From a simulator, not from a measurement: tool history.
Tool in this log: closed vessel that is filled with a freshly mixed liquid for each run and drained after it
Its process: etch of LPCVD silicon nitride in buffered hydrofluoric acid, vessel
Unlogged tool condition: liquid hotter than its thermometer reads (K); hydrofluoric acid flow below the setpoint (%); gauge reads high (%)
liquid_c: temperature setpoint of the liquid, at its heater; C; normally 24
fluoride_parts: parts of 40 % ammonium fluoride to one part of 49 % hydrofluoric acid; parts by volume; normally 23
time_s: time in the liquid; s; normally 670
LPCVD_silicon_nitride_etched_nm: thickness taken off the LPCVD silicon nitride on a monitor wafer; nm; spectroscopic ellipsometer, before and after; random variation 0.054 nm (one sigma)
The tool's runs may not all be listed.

run	hour	liquid_c	fluoride_parts	time_s	wafers since the last listed run	hours since the thermometer was replaced	hours since the hydrofluoric acid flow meter was replaced	hours since the gauge calibration	read-back film thickness of the LPCVD silicon nitride reference wafer, read on the same gauge (nm)	LPCVD_silicon_nitride_etched_nm
1	0	24	23	670	0	1488.9	1387	1657.3	76.647	5.251
2	56.8	24	23	670	2909	1545.7	1443.8	1714.1	76.592	5.175
3	127.2	24	27.5	820	3606	1616.1	1514.2	1784.5	76.476	5.652
4	208.9	24	23	670	4185	1697.8	1595.9	1866.2	76.319	5.154
5	271	24	23	670	3181	1759.9	1658	1928.3	76.16	5.057
6	317.9	24	23	670	2402	1806.8	1704.9	1975.2	76.101	5.106
7	354.8	24	23	670	1890	1843.7	1741.8	2012.1	76.012	5.2
8	418.4	24	23	670	3258	1907.3	1805.4	2075.7	75.907	5.107
9	456.7	24	23	785	1962	1945.6	1843.7	2114	75.825	5.943
# hour 480.4: thermometer replaced
10	506.1	24	23	670	2479	25.7	1893.1	2163.4	75.709	5.043
11	556.9	24	29.5	840	2602	76.5	1943.9	2214.2	75.628	5.451
# hour 656.7: hydrofluoric acid flow meter replaced
12	660.4	24	23	915	5250	180	3.7	2317.7	75.438	6.893
# hour 682.1: gauge calibrated
13	694.5	24	23	915	1746	214.1	37.8	12.4	80.664	7.5
14	765.1	24	30	670	3616	284.7	108.4	83	80.567	4.497
15	804.4	19.5	17	670	2013	324	147.7	122.3	80.468	5.447
16	866.4	24	28.5	345	3176	386	209.7	184.3	80.35	2.457
17	919	24	26.5	670	2694	438.6	262.3	236.9	80.22	4.945
18	975.9	21	28	995	2914	495.5	319.2	293.8	80.147	6.021
19	1039.6	24	30	670	3263	559.2	382.9	357.5	80.019	4.486
20	1101.1	20	16	670	3150	620.7	444.4	419	79.892	6.022
21	1162	20	17	515	3119	681.6	505.3	479.9	79.817	4.267
22	1232.2	26	23	545	3596	751.8	575.5	550.1	79.632	4.833
23	1285.7	24	23	670	2740	805.3	629	603.6	79.505	5.377
24	1318.6	24	23	490	1685	838.2	661.9	636.5	79.446	3.908
25	1369.8	28.5	25.5	470	2622	889.4	713.1	687.7	79.39	4.473
26	1419.3	24	23	670	2535	938.9	762.6	737.2	79.275	5.365
27	1474.8	28.5	20.5	805	2843	994.4	818.1	792.7	79.176	8.826
28	1538.7	24	23	670	3273	1058.3	882	856.6	79.056	5.34
29	1601.7	24	23	670	3227	1121.3	945	919.6	78.898	5.32
30	1658.3	24	18.5	360	2899	1177.9	1001.6	976.2	78.806	3.385
31	1690.4	24	23	670	1644	1210	1033.7	1008.3	78.732	5.23
32	1753.3	24	23	670	3222	1272.9	1096.6	1071.2	78.56	5.311

Hidden state at the last listed run before each entry between runs and at the first one after, where it differs:
In the gap between runs 9 and 10: thermometer replaced (hour 480.4)
  gauge reads high (%): -5.24 -> -5.36
  measured less the result without the state, LPCVD_silicon_nitride_etched_nm: -0.329 -> -0.286 nm
In the gap between runs 11 and 12: hydrofluoric acid flow meter replaced (hour 656.7)
  gauge reads high (%): -5.49 -> -5.74
  measured less the result without the state, LPCVD_silicon_nitride_etched_nm: -0.316 -> -0.421 nm
In the gap between runs 12 and 13: gauge calibrated (hour 682.1)
  gauge reads high (%): -5.74 -> 0.875
  measured less the result without the state, LPCVD_silicon_nitride_etched_nm: -0.421 -> +0.065 nm
